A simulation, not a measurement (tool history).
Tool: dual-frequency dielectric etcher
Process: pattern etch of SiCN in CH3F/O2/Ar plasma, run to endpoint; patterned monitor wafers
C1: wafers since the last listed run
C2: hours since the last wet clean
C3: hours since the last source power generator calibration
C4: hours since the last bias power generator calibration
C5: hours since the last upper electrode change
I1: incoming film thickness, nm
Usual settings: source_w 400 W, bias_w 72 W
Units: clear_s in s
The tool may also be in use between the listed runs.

run 1 day=0 | source_w=470 bias_w=72 | C1=0 C2=137.7 C3=4056.5 C4=731.3 C5=3855.3 | I1=7.05 | clear_s=18.9
run 2 day=3.579 | source_w=470 bias_w=72 | C1=1870 C2=223.6 C3=4142.4 C4=817.2 C5=3941.2 | I1=7.03 | clear_s=19
run 3 day=5.529 | source_w=470 bias_w=72 | C1=1019 C2=270.4 C3=4189.2 C4=864 C5=3988 | I1=7.01 | clear_s=19
run 4 day=9.388 | source_w=360 bias_w=72 | C1=2016 C2=363 C3=4281.8 C4=956.6 C5=4080.6 | I1=7.03 | clear_s=20.5
run 5 day=12.562 | source_w=360 bias_w=72 | C1=1659 C2=439.2 C3=4358 C4=1032.8 C5=4156.8 | I1=7.01 | clear_s=20.5
run 6 day=14.821 | source_w=360 bias_w=72 | C1=1180 C2=493.4 C3=4412.2 C4=1087 C5=4211 | I1=7 | clear_s=20.6
-- day=16.596 wet clean of the chamber
run 7 day=18.604 | source_w=400 bias_w=72 | C1=1454 C2=48.2 C3=4503 C4=1177.8 C5=4301.8 | I1=7.01 | clear_s=20.2
run 8 day=22.696 | source_w=400 bias_w=72 | C1=2138 C2=146.4 C3=4601.2 C4=1276 C5=4400 | I1=7.02 | clear_s=20
run 9 day=26.462 | source_w=320 bias_w=72 | C1=1968 C2=236.8 C3=4691.6 C4=1366.4 C5=4490.4 | I1=7.01 | clear_s=21.4
run 10 day=29.533 | source_w=320 bias_w=72 | C1=1604 C2=310.5 C3=4765.3 C4=1440.1 C5=4564.1 | I1=7.03 | clear_s=21.5
-- day=34.946 source power generator calibrated
-- day=38.588 wet clean of the chamber
run 11 day=40.021 | source_w=320 bias_w=72 | C1=4871 C2=34.4 C3=121.8 C4=1691.8 C5=4815.8 | I1=7.03 | clear_s=21.6
run 12 day=43.446 | source_w=400 bias_w=83 | C1=1789 C2=116.6 C3=204 C4=1774 C5=4898 | I1=7 | clear_s=18.9
run 13 day=46.746 | source_w=400 bias_w=83 | C1=1724 C2=195.8 C3=283.2 C4=1853.2 C5=4977.2 | I1=6.99 | clear_s=19
run 14 day=50.9 | source_w=400 bias_w=83 | C1=2171 C2=295.5 C3=382.9 C4=1952.9 C5=5076.9 | I1=6.98 | clear_s=19
run 15 day=53.667 | source_w=400 bias_w=72 | C1=1445 C2=361.9 C3=449.3 C4=2019.3 C5=5143.3 | I1=6.95 | clear_s=20
-- day=54.125 bias power generator calibrated
run 16 day=55.258 | source_w=320 bias_w=72 | C1=744 C2=400.1 C3=487.5 C4=27.2 C5=5181.5 | I1=6.98 | clear_s=21
run 17 day=57.312 | source_w=470 bias_w=72 | C1=1073 C2=449.4 C3=536.8 C4=76.5 C5=5230.8 | I1=7.04 | clear_s=18.7
-- day=60.7 wet clean of the chamber
run 18 day=60.721 | source_w=330 bias_w=81 | C1=1258 C2=0.5 C3=618.6 C4=158.3 C5=5312.6 | I1=7.02 | clear_s=20
run 19 day=61.762 | source_w=320 bias_w=72 | C1=544 C2=25.5 C3=643.6 C4=183.3 C5=5337.6 | I1=7.03 | clear_s=21.4
-- day=63.821 upper electrode replaced
run 20 day=63.979 | source_w=400 bias_w=62 | C1=635 C2=78.7 C3=696.8 C4=236.5 C5=3.8 | I1=6.98 | clear_s=21
run 21 day=67.479 | source_w=330 bias_w=57 | C1=1829 C2=162.7 C3=780.8 C4=320.5 C5=87.8 | I1=7.04 | clear_s=23.3
run 22 day=69.429 | source_w=460 bias_w=79 | C1=1019 C2=209.5 C3=827.6 C4=367.3 C5=134.6 | I1=6.99 | clear_s=18.1
run 23 day=72.762 | source_w=440 bias_w=72 | C1=1742 C2=289.5 C3=907.6 C4=447.3 C5=214.6 | I1=6.96 | clear_s=19.2
run 24 day=74.383 | source_w=470 bias_w=72 | C1=847 C2=328.4 C3=946.5 C4=486.2 C5=253.5 | I1=7.04 | clear_s=19
run 25 day=75.883 | source_w=370 bias_w=85 | C1=783 C2=364.4 C3=982.5 C4=522.2 C5=289.5 | I1=6.95 | clear_s=18.6
run 26 day=79.208 | source_w=400 bias_w=80 | C1=1737 C2=444.2 C3=1062.3 C4=602 C5=369.3 | I1=6.91 | clear_s=18.6
-- day=84.304 wet clean of the chamber
run 27 day=84.325 | source_w=330 bias_w=79 | C1=2151 C2=0.5 C3=1185.1 C4=724.8 C5=492.1 | I1=6.94 | clear_s=20
run 28 day=85.675 | source_w=400 bias_w=56 | C1=705 C2=32.9 C3=1217.5 C4=757.2 C5=524.5 | I1=6.97 | clear_s=22.1
run 29 day=87.521 | source_w=400 bias_w=65 | C1=964 C2=77.2 C3=1261.8 C4=801.5 C5=568.8 | I1=6.99 | clear_s=20.5
run 30 day=90.571 | source_w=400 bias_w=88 | C1=1593 C2=150.4 C3=1335 C4=874.7 C5=642 | I1=6.99 | clear_s=18.3

3 ways to go on from here, each from the tool as it stands after run 30. What would each give?
run A day=90.588 | source_w=400 bias_w=72 | C1=8 C2=150.8 C3=1335.4 C4=875.1 C5=642.4 | I1=7.01 | clear_s=?
run B day=90.588 | source_w=460 bias_w=72 | C1=8 C2=150.8 C3=1335.4 C4=875.1 C5=642.4 | I1=7.01 | clear_s=?
run C day=90.588 | source_w=350 bias_w=90 | C1=8 C2=150.8 C3=1335.4 C4=875.1 C5=642.4 | I1=7.01 | clear_s=?

run=A clear_s=19.8
run=B clear_s=18.9
run=C clear_s=18.8
Without the tool's hidden state the same runs would have given:
run=A clear_s=19.7
run=B clear_s=18.9
run=C clear_s=18.7
